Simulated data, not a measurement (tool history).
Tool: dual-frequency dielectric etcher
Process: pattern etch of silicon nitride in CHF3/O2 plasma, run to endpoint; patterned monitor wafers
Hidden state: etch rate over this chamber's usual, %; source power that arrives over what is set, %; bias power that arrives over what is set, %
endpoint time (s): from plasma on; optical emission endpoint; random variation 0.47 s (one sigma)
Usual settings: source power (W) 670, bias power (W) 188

run,day,source power (W),bias power (W),wafers since the last listed run,hours since the last wet clean,hours since the last source power generator calibration,hours since the last bias power generator calibration,hours since the last upper electrode change,"incoming incoming film thickness, nm",endpoint time (s)
1,0.000,670,188,0,508.9,1014.5,805.3,4995.5,78.3,52.0
2,2.138,670,188,549,560.2,1065.8,856.6,5046.8,78.8,50.7
# day 5.246: wet clean of the chamber
3,9.312,670,188,1588,97.6,1238.0,1028.8,5219.0,78.4,52.9
4,10.554,670,188,319,127.4,1267.8,1058.6,5248.8,77.7,53.7
5,13.392,670,188,729,195.5,1335.9,1126.7,5316.9,78.0,51.6
6,15.458,670,188,531,245.1,1385.5,1176.3,5366.5,78.4,52.5
7,18.408,670,175,758,315.9,1456.3,1247.1,5437.3,78.2,52.5
8,19.896,670,175,382,351.6,1492.0,1282.8,5473.0,79.1,54.8
9,27.246,620,188,1890,528.0,1668.4,1459.2,5649.4,78.3,53.0
# day 29.558: wet clean of the chamber
10,29.704,670,188,375,3.5,1727.4,1518.2,5708.4,78.2,54.3
11,31.750,670,188,526,52.6,1776.5,1567.3,5757.5,78.2,53.4
12,33.817,670,188,531,102.2,1826.1,1616.9,5807.1,77.9,52.6
13,35.612,670,188,461,145.3,1869.2,1660.0,5850.2,78.1,53.0
14,38.371,670,188,709,211.5,1935.4,1726.2,5916.4,78.7,53.5
15,39.858,670,174,382,247.2,1971.1,1761.9,5952.1,78.3,54.0
16,40.983,670,188,289,274.2,1998.1,1788.9,5979.1,78.5,52.3
17,42.546,670,188,401,311.7,2035.6,1826.4,6016.6,78.5,52.4
18,43.846,670,188,334,342.9,2066.8,1857.6,6047.8,78.4,52.4
19,46.754,670,217,748,412.7,2136.6,1927.4,6117.6,78.3,50.2
# day 48.942: upper electrode replaced
20,49.200,580,145,371,471.4,2195.3,1986.1,6.2,78.6,60.6
# day 52.329: wet clean of the chamber
21,52.350,670,188,553,0.5,2270.9,2061.7,81.8,79.5,54.3
22,54.604,740,162,579,54.6,2325.0,2115.8,135.9,78.8,54.9
23,56.017,670,220,363,88.5,2358.9,2149.7,169.8,78.3,51.9
24,58.717,750,188,694,153.3,2423.7,2214.5,234.6,79.1,51.1
# day 58.908: bias power generator calibrated
# day 59.767: source power generator calibrated
25,60.354,670,188,335,192.6,14.1,34.7,273.9,77.9,53.4
26,62.079,760,226,443,234.0,55.5,76.1,315.3,78.4,47.6
27,63.454,720,188,353,267.0,88.5,109.1,348.3,78.4,50.9
28,64.712,820,167,323,297.2,118.7,139.3,378.5,79.0,50.1
29,67.633,770,188,751,367.3,188.8,209.4,448.6,78.2,49.0
30,68.796,670,233,299,395.2,216.7,237.3,476.5,77.8,48.1
31,70.838,610,213,525,444.2,265.7,286.3,525.5,78.4,52.2
32,72.925,670,188,536,494.3,315.8,336.4,575.6,78.5,52.0
33,74.725,500,188,463,537.5,359.0,379.6,618.8,79.1,60.6
34,76.738,670,188,517,585.8,407.3,427.9,667.1,78.1,51.9

Measured less the same run without the tool's hidden state. The same run-to-run variation is in both; the gauge's scatter may not be:
run,endpoint time (s)
1,-2.3
2,-2.5
3,-0.6
4,-0.8
5,-1.1
6,-1.3
7,-1.7
8,-1.9
9,-2.7
10,+0.2
11,+0.0
12,-0.2
13,-0.5
14,-0.8
15,-1.0
16,-1.1
17,-1.3
18,-1.4
19,-1.7
20,-2.4
21,+0.4
22,+0.1
23,+0.0
24,-0.4
25,-0.6
26,-0.7
27,-0.9
28,-1.0
29,-1.3
30,-1.4
31,-1.8
32,-2.0
33,-2.5
34,-2.4
